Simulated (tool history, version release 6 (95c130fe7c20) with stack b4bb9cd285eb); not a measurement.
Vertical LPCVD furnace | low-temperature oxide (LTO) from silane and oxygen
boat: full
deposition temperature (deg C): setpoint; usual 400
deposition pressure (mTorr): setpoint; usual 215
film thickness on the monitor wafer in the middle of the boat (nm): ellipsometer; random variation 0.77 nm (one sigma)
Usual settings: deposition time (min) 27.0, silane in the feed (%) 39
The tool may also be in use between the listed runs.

run,day,deposition temperature (deg C),deposition pressure (mTorr),deposition time (min),silane in the feed (%),wafers since the last listed run,hours since the last temperature calibration,hours since the pressure gauge was zeroed,hours since the silane flow controller was replaced,hours since the gauge calibration,"read-back reference wafer on the same gauge, thickness",film thickness on the monitor wafer in the middle of the boat (nm)
1,0.000,400,215,27.0,39,0,3455.0,1441.2,2032.0,361.1,230.72,240.83
2,0.612,400,215,27.0,39,106,3469.7,1455.9,2046.7,375.8,231.00,241.46
3,1.558,400,215,27.0,39,164,3492.4,1478.6,2069.4,398.5,231.17,239.81
4,2.675,400,215,27.0,39,194,3519.2,1505.4,2096.2,425.3,230.98,240.70
5,3.529,400,170,27.0,39,148,3539.7,1525.9,2116.7,445.8,230.72,192.23
6,4.946,400,170,27.0,39,247,3573.7,1559.9,2150.7,479.8,231.17,192.19
7,6.125,400,170,27.0,39,205,3602.0,1588.2,2179.0,508.1,231.00,191.81
8,7.479,400,180,27.0,39,236,3634.5,1620.7,2211.5,540.6,230.92,204.44
9,8.229,400,180,27.0,39,130,3652.5,1638.7,2229.5,558.6,230.91,203.61
10,9.067,400,180,27.0,39,146,3672.6,1658.8,2249.6,578.7,231.07,203.94
11,10.338,403,195,27.0,39,221,3703.1,1689.3,2280.1,609.2,231.14,227.78
12,13.108,403,195,27.0,39,483,3769.6,1755.8,2346.6,675.7,230.94,226.94
# day 14.379: pressure gauge zeroed
# day 15.158: silane flow controller replaced
13,15.179,400,215,27.0,39,50,3819.3,19.2,0.5,725.4,231.43,216.04
14,15.400,400,215,27.0,36,38,3824.6,24.5,5.8,730.7,231.21,196.46
15,15.617,400,190,36.0,39,37,3829.8,29.7,11.0,735.9,231.04,254.90
16,15.996,412,215,27.0,41,66,3838.9,38.8,20.1,745.0,231.42,264.28
17,16.562,400,215,27.0,39,98,3852.5,52.4,33.7,758.6,230.89,218.39
18,17.312,389,265,19.0,42,130,3870.5,70.4,51.7,776.6,230.93,185.42
# day 18.496: pressure gauge zeroed, repeated, since the last time left the tool worse
19,18.517,391,215,21.5,39,35,3899.4,0.5,80.6,805.5,230.91,167.24
20,19.058,411,235,17.5,39,94,3912.4,13.5,93.6,818.5,230.93,185.48
21,20.196,407,200,23.5,37,198,3939.7,40.8,120.9,845.8,231.11,189.52
# day 21.121: gauge calibrated
22,21.600,410,215,27.0,34,244,3973.4,74.5,154.6,11.5,231.18,218.81
# day 22.779: thermocouples replaced and temperature profile calibrated
23,22.800,406,215,27.0,34,34,0.5,103.3,183.4,40.3,230.67,208.34
24,23.800,394,175,31.0,39,174,24.5,127.3,207.4,64.3,230.87,203.57
25,24.700,396,215,27.0,39,156,46.1,148.9,229.0,85.9,231.02,223.50
26,25.479,408,215,27.0,46,135,64.8,167.6,247.7,104.6,231.09,305.01
27,26.788,400,215,33.5,39,228,96.2,199.0,279.1,136.0,231.02,288.92
28,27.700,400,215,27.0,39,159,118.1,220.9,301.0,157.9,231.01,235.03
29,29.167,400,215,27.0,39,255,153.3,256.1,336.2,193.1,230.77,233.84

4 ways to go on from here, each from the tool as it stands after run 29. What would each give?
A,29.392,400,215,32.5,39,39,158.7,261.5,341.6,198.5,?,?
B,29.392,400,215,19.0,39,39,158.7,261.5,341.6,198.5,?,?
C,29.392,393,250,34.5,39,39,158.7,261.5,341.6,198.5,?,?
D,29.392,393,245,20.5,45,39,158.7,261.5,341.6,198.5,?,?

run,"read-back reference wafer on the same gauge, thickness",film thickness on the monitor wafer in the middle of the boat (nm)
A,231.03,280.54
B,231.03,164.01
C,231.03,319.68
D,231.03,219.56
Without the tool's hidden state the same runs would have given:
run,film thickness on the monitor wafer in the middle of the boat (nm)
A,278.45
B,162.79
C,317.64
D,218.13

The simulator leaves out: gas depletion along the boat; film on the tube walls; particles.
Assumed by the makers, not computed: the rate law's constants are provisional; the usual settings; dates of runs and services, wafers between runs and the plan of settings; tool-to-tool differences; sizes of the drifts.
